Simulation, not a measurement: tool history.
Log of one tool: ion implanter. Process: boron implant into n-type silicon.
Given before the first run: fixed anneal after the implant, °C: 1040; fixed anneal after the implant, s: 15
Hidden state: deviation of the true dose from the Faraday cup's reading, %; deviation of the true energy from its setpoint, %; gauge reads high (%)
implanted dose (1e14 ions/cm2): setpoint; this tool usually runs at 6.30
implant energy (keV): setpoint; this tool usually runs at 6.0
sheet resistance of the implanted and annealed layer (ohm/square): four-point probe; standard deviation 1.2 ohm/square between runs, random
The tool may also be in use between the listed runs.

| run | hour | implanted dose (1e14 ions/cm2) | implant energy (keV) | wafers since the last listed run | hours since the last dose calibration | hours since the extraction supply was calibrated | hours since the gauge calibration | read-back reference wafer on the same gauge, sheet resistance | sheet resistance of the implanted and annealed layer (ohm/square) |
|---|---|---|---|---|---|---|---|---|---|
| 1 | 0.0 | 7.58 | 4.5 | 0 | 924.4 | 3277.3 | 245.3 | 185.15 | 179.24 |
| 2 | 51.9 | 7.27 | 5.0 | 755 | 976.3 | 3329.2 | 297.2 | 184.66 | 181.04 |
| 3 | 86.0 | 7.27 | 5.0 | 496 | 1010.4 | 3363.3 | 331.3 | 184.09 | 180.71 |
| 4 | 157.2 | 7.27 | 5.0 | 1036 | 1081.6 | 3434.5 | 402.5 | 183.58 | 179.14 |
| 5 | 186.5 | 6.89 | 6.0 | 426 | 1110.9 | 3463.8 | 431.8 | 183.22 | 182.24 |
| 6 | 240.0 | 6.30 | 6.0 | 778 | 1164.4 | 3517.3 | 485.3 | 182.66 | 194.19 |
| 7 | 303.3 | 6.30 | 6.0 | 921 | 1227.7 | 3580.6 | 548.6 | 182.36 | 194.95 |
| 8 | 356.6 | 6.30 | 6.0 | 775 | 1281.0 | 3633.9 | 601.9 | 181.84 | 193.01 |
| 9 | 426.7 | 6.30 | 6.0 | 1020 | 1351.1 | 3704.0 | 672.0 | 181.81 | 194.61 |
| 10 | 462.6 | 6.87 | 6.0 | 522 | 1387.0 | 3739.9 | 707.9 | 181.57 | 179.20 |
| 11 | 504.8 | 4.85 | 6.0 | 614 | 1429.2 | 3782.1 | 750.1 | 181.74 | 239.40 |
| 12 | 551.6 | 4.85 | 6.0 | 681 | 1476.0 | 3828.9 | 796.9 | 181.28 | 239.27 |
| 13 | 611.2 | 6.30 | 6.0 | 867 | 1535.6 | 3888.5 | 856.5 | 181.29 | 194.56 |
| 14 | 646.9 | 6.30 | 8.0 | 519 | 1571.3 | 3924.2 | 892.2 | 180.71 | 186.35 |
|  | 682.2 | extraction supply calibrated |
| 15 | 718.6 | 7.93 | 7.0 | 927 | 1643.0 | 36.4 | 963.9 | 181.16 | 157.70 |
| 16 | 844.2 | 5.06 | 7.5 | 1828 | 1768.6 | 162.0 | 1089.5 | 180.45 | 229.21 |
|  | 856.4 | gauge calibrated |
|  | 861.2 | Faraday cup replaced and dose calibrated |
| 17 | 870.0 | 6.30 | 6.0 | 259 | 8.8 | 187.8 | 13.6 | 189.16 | 203.34 |
| 18 | 913.2 | 4.69 | 7.0 | 628 | 52.0 | 231.0 | 56.8 | 188.07 | 252.62 |
| 19 | 974.2 | 5.57 | 7.5 | 887 | 113.0 | 292.0 | 117.8 | 186.54 | 218.37 |
| 20 | 1029.5 | 6.30 | 8.0 | 804 | 168.3 | 347.3 | 173.1 | 185.86 | 192.35 |
| 21 | 1084.2 | 6.89 | 6.0 | 796 | 223.0 | 402.0 | 227.8 | 185.10 | 182.49 |
| 22 | 1133.4 | 4.59 | 6.5 | 716 | 272.2 | 451.2 | 277.0 | 184.72 | 256.79 |
| 23 | 1164.7 | 5.68 | 4.0 | 455 | 303.5 | 482.5 | 308.3 | 184.35 | 228.73 |
| 24 | 1215.1 | 8.12 | 8.0 | 733 | 353.9 | 532.9 | 358.7 | 183.70 | 153.30 |
| 25 | 1262.2 | 4.79 | 4.5 | 685 | 401.0 | 580.0 | 405.8 | 183.30 | 253.12 |

Some steps in sheet resistance of the implanted and annealed layer (ohm/square) between neighbouring runs. How much of each would the tool show without its hidden state too (settings, what came in, random variation), and how much is left for the hidden state, with any gauge scatter that isn't in both results?
Run 15 -> 16: implanted dose (1e14 ions/cm2) 7.93 -> 5.06, implant energy (keV) 7.0 -> 7.5. sheet resistance of the implanted and annealed layer (ohm/square) +71.51: hidden state -3.58, all else +75.09.
Run 16 -> 17: implanted dose (1e14 ions/cm2) 5.06 -> 6.30, implant energy (keV) 7.5 -> 6.0, gauge calibrated, Faraday cup replaced and dose calibrated. sheet resistance of the implanted and annealed layer (ohm/square) -25.87: hidden state +10.72, all else -36.59.
Run 23 -> 24: implanted dose (1e14 ions/cm2) 5.68 -> 8.12, implant energy (keV) 4.0 -> 8.0. sheet resistance of the implanted and annealed layer (ohm/square) -75.43: hidden state +1.53, all else -76.96.
Run 24 -> 25: implanted dose (1e14 ions/cm2) 8.12 -> 4.79, implant energy (keV) 8.0 -> 4.5. sheet resistance of the implanted and annealed layer (ohm/square) +99.82: hidden state -3.55, all else +103.37.

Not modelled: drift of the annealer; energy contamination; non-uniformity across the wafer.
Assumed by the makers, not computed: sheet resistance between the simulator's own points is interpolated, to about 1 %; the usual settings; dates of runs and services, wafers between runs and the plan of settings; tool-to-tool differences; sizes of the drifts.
